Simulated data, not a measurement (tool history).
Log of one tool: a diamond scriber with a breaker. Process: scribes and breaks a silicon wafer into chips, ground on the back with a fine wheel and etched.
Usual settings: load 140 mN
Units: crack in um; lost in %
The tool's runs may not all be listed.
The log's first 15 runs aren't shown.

run    hour  load  wafers since the last listed run  hours since the diamond tip was replaced  hours since the load on the tip was calibrated  incoming depth of the damage left on the back of the incoming wafer, um  crack   lost
 16  1083.0   140                               469                                     570.1                                           967.3                                                                     0.52  14.00   1.81
 17  1150.2   140                               158                                     637.3                                          1034.5                                                                     0.76  13.65   1.62
 18  1197.7   140                               112                                     684.8                                          1082.0                                                                     0.69  14.15   1.91
 19  1306.3   171                               256                                     793.4                                          1190.6                                                                     0.42  16.16   8.02
 20  1376.9   140                               166                                     864.0                                          1261.2                                                                     0.67  14.27   2.05
 21  1435.0   140                               137                                     922.1                                          1319.3                                                                     0.74  14.38   2.02
     1473.6  -- diamond tip replaced by a new one
 22  1503.0   179                               155                                      29.4                                          1387.3                                                                     0.59  16.39  11.67
     1528.7  -- load on the tip recalibrated
 23  1555.0   164                               118                                      81.4                                            26.3                                                                     0.71  14.34   2.94
 24  1613.2   153                               137                                     139.6                                            84.5                                                                     0.57  13.51   1.77
 25  1653.0   174                                93                                     179.4                                           124.3                                                                     0.75  14.97   4.74
 26  1681.0   129                                66                                     207.4                                           152.3                                                                     0.76  12.35   1.62
 27  1732.3   140                               121                                     258.7                                           203.6                                                                     0.77  13.44   1.19
 28  1757.2   162                                58                                     283.6                                           228.5                                                                     0.49  14.67   3.33
 29  1791.6   122                                81                                     318.0                                           262.9                                                                     0.48  12.17   2.24
 30  1827.4   140                                84                                     353.8                                           298.7                                                                     0.39  13.39   1.31
 31  1855.6   117                                66                                     382.0                                           326.9                                                                     0.52  11.70   2.74
 32  1911.6   128                               132                                     438.0                                           382.9                                                                     0.71  12.68   1.32
 33  1983.4   180                               169                                     509.8                                           454.7                                                                     0.61  15.56   7.42
 34  2033.1   140                               117                                     559.5                                           504.4                                                                     0.71  13.34   1.17
 35  2090.3   140                               135                                     616.7                                           561.6                                                                     0.60  13.65   1.25

3 ways to go on from here, each from the tool as it stands after run 35. What would each give?
  A  2090.9   151                                 1                                     617.3                                           562.2                                                                     0.59      ?     ?
  B  2090.9   124                                 1                                     617.3                                           562.2                                                                     0.59      ?     ?
  C  2090.9   104                                 1                                     617.3                                           562.2                                                                     0.59      ?     ?

run  crack  lost
  A  14.00  2.20
  B  12.41  1.56
  C  11.16  5.51
Without the tool's hidden state the same runs would have given:
run  crack  lost
  A  13.62  1.56
  B  12.07  2.20
  C  10.85  7.20

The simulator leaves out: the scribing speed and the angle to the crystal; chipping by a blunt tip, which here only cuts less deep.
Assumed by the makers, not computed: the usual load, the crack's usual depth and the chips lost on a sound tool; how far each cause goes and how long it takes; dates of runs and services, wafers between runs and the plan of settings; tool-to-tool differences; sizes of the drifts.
